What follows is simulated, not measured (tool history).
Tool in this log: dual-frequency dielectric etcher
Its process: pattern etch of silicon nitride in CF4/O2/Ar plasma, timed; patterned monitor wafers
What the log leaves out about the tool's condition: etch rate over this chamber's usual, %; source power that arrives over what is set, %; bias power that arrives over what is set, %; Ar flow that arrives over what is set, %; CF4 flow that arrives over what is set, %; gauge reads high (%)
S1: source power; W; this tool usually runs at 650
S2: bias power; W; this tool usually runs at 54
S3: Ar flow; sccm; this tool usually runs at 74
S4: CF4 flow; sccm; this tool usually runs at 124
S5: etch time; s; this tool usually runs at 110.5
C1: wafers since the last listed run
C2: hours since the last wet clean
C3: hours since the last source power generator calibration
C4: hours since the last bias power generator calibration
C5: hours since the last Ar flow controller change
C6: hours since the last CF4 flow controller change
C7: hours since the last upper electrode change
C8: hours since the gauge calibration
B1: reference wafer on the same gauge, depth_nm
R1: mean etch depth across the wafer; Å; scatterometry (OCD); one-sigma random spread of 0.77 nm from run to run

run	hour	S1	S2	S3	S4	S5	C1	C2	C3	C4	C5	C6	C7	C8	B1	R1
1	0.0	650	54	74	124	110.5	0	373.8	3819.0	4082.3	5991.1	4606.5	4640.9	126.5	333.9	3156
2	100.8	650	48	74	124	110.5	1168	474.6	3919.8	4183.1	6091.9	4707.3	4741.7	227.3	334.1	2975
3	159.2	540	54	74	124	99.5	676	533.0	3978.2	4241.5	6150.3	4765.7	4800.1	285.7	334.0	2432
# hour 255.1: wet clean of the chamber
4	255.6	540	54	74	124	99.5	839	0.5	4074.6	4337.9	6246.7	4862.1	4896.5	382.1	334.3	2434
5	345.8	540	54	74	124	99.5	1045	90.7	4164.8	4428.1	6336.9	4952.3	4986.7	472.3	334.2	2430
6	387.5	650	54	74	124	110.5	483	132.4	4206.5	4469.8	6378.6	4994.0	5028.4	514.0	333.8	3170
7	489.0	650	54	74	124	110.5	1176	233.9	4308.0	4571.3	6480.1	5095.5	5129.9	615.5	334.2	3165
# hour 544.3: bias power generator calibrated
8	548.3	650	54	74	124	110.5	640	293.2	4367.3	4.0	6539.4	5154.8	5189.2	674.8	333.8	3150
9	604.6	650	54	63	136	110.5	652	349.5	4423.6	60.3	6595.7	5211.1	5245.5	731.1	334.2	3264
# hour 630.1: CF4 flow controller replaced
# hour 647.8: Ar flow controller replaced
# hour 683.2: upper electrode replaced
10	683.7	650	48	74	124	110.5	499	428.6	4502.7	139.4	35.9	53.6	0.5	810.2	334.1	2968
# hour 687.3: gauge calibrated
# hour 905.2: wet clean of the chamber
11	907.6	580	54	62	108	110.5	2316	2.4	4726.6	363.3	259.8	277.5	224.4	220.3	333.6	2884
# hour 946.6: source power generator calibrated
12	956.4	570	54	74	124	110.5	519	51.2	9.8	412.1	308.6	326.3	273.2	269.1	333.9	2821
13	1013.8	520	54	74	124	126.5	665	108.6	67.2	469.5	366.0	383.7	330.6	326.5	334.1	3003
14	1078.9	650	59	74	124	121.5	754	173.7	132.3	534.6	431.1	448.8	395.7	391.6	334.4	3650
15	1252.9	650	65	74	124	110.5	2016	347.7	306.3	708.6	605.1	622.8	569.7	565.6	334.0	3475
16	1345.0	650	54	74	124	110.5	1067	439.8	398.4	800.7	697.2	714.9	661.8	657.7	334.1	3178
# hour 1371.9: gauge calibrated
17	1386.1	530	54	74	135	110.5	476	480.9	439.5	841.8	738.3	756.0	702.9	14.2	334.3	2676

Consider 3 possible next runs. They are alternatives, not a sequence: every one starts from the tool as it was left by run 17. What does each give?
A	1386.5	650	61	74	124	110.5	4	481.3	439.9	842.2	738.7	756.4	703.3	14.6	?	?
B	1386.5	650	65	74	134	110.5	4	481.3	439.9	842.2	738.7	756.4	703.3	14.6	?	?
C	1386.5	770	66	74	124	133.0	4	481.3	439.9	842.2	738.7	756.4	703.3	14.6	?	?

run	B1	R1
A	333.8	3381
B	333.8	3523
C	333.8	4906
Without the tool's hidden state the same runs would have given:
run	R1
A	3381
B	3523
C	4906
